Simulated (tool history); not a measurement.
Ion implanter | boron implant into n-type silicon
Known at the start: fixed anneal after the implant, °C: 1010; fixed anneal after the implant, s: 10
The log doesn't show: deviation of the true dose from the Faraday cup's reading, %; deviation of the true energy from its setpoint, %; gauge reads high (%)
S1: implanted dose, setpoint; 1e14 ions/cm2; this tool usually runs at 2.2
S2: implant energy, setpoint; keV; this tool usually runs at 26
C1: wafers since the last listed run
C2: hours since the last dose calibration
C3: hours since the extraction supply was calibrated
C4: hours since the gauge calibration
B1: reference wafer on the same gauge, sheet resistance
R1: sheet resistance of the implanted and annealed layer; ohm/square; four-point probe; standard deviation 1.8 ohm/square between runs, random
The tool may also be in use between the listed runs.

| run | hour | S1 | S2 | C1 | C2 | C3 | C4 | B1 | R1 |
|---|---|---|---|---|---|---|---|---|---|
| 1 | 0 | 2.2 | 21.5 | 0 | 1992.6 | 4464.4 | 605 | 382.3 | 465.89 |
| 2 | 40 | 2.2 | 21.5 | 970 | 2032.6 | 4504.4 | 645 | 382.6 | 464.06 |
| 3 | 110.1 | 1.89 | 26 | 1701 | 2102.7 | 4574.5 | 715.1 | 382.03 | 516.33 |
| 4 | 155.1 | 1.83 | 22.5 | 1092 | 2147.7 | 4619.5 | 760.1 | 382.22 | 534.63 |
| 5 | 180.1 | 1.83 | 22.5 | 606 | 2172.7 | 4644.5 | 785.1 | 382.02 | 537.28 |
| 6 | 235.7 | 1.83 | 22.5 | 1349 | 2228.3 | 4700.1 | 840.7 | 381.77 | 535.76 |
| 7 | 280.5 | 2.2 | 26 | 1087 | 2273.1 | 4744.9 | 885.5 | 381.95 | 455.93 |
|  | 371.9 | gauge calibrated |
| 8 | 496.1 | 2.2 | 26 | 5233 | 2488.7 | 4960.5 | 124.2 | 381.84 | 463.1 |
| 9 | 535 | 2.4 | 32.5 | 944 | 2527.6 | 4999.4 | 163.1 | 382.27 | 419.89 |
|  | 550.7 | Faraday cup replaced and dose calibrated |
| 10 | 602.4 | 2.2 | 26 | 1441 | 51.7 | 5066.8 | 230.5 | 381.44 | 442.56 |
| 11 | 656.5 | 1.83 | 22.5 | 1313 | 105.8 | 5120.9 | 284.6 | 382.21 | 527.05 |
| 12 | 681.4 | 2.2 | 28.5 | 604 | 130.7 | 5145.8 | 309.5 | 381.81 | 442.29 |
| 13 | 815.5 | 1.56 | 21.5 | 3255 | 264.8 | 5279.9 | 443.6 | 382.42 | 596.52 |
|  | 847.6 | extraction supply calibrated |
| 14 | 848.1 | 2.2 | 21.5 | 597 | 297.4 | 0.5 | 476.2 | 382.05 | 454.9 |
| 15 | 917.1 | 2.83 | 22 | 1674 | 366.4 | 69.5 | 545.2 | 381.94 | 370.32 |
| 16 | 982.4 | 2.49 | 30 | 1585 | 431.7 | 134.8 | 610.5 | 382.42 | 399.3 |
| 17 | 1040.7 | 2.2 | 26 | 1415 | 490 | 193.1 | 668.8 | 382 | 445.76 |
| 18 | 1096.3 | 2.83 | 32.5 | 1349 | 545.6 | 248.7 | 724.4 | 382.32 | 358.03 |
| 19 | 1130.7 | 2.2 | 21.5 | 835 | 580 | 283.1 | 758.8 | 382.44 | 456.67 |
| 20 | 1184.9 | 2.2 | 20.5 | 1315 | 634.2 | 337.3 | 813 | 382.69 | 458.27 |

What if the next run were any one of these 5? Each begins from the tool's condition after run 20:
| A | 1185.3 | 2.2 | 26 | 9 | 634.6 | 337.7 | 813.4 | ? | ? |
| B | 1185.3 | 2.77 | 18.5 | 9 | 634.6 | 337.7 | 813.4 | ? | ? |
| C | 1185.3 | 2.72 | 33 | 9 | 634.6 | 337.7 | 813.4 | ? | ? |
| D | 1185.3 | 2.74 | 33 | 9 | 634.6 | 337.7 | 813.4 | ? | ? |
| E | 1185.3 | 1.97 | 26 | 9 | 634.6 | 337.7 | 813.4 | ? | ? |

| run | B1 | R1 |
|---|---|---|
| A | 381.89 | 443.99 |
| B | 381.89 | 384.07 |
| C | 381.89 | 366.5 |
| D | 381.89 | 364.42 |
| E | 381.89 | 483.9 |
What these runs would have given with no unlogged condition in the tool:
| run | R1 |
|---|---|
| A | 440.66 |
| B | 381.11 |
| C | 363.77 |
| D | 361.71 |
| E | 480.29 |
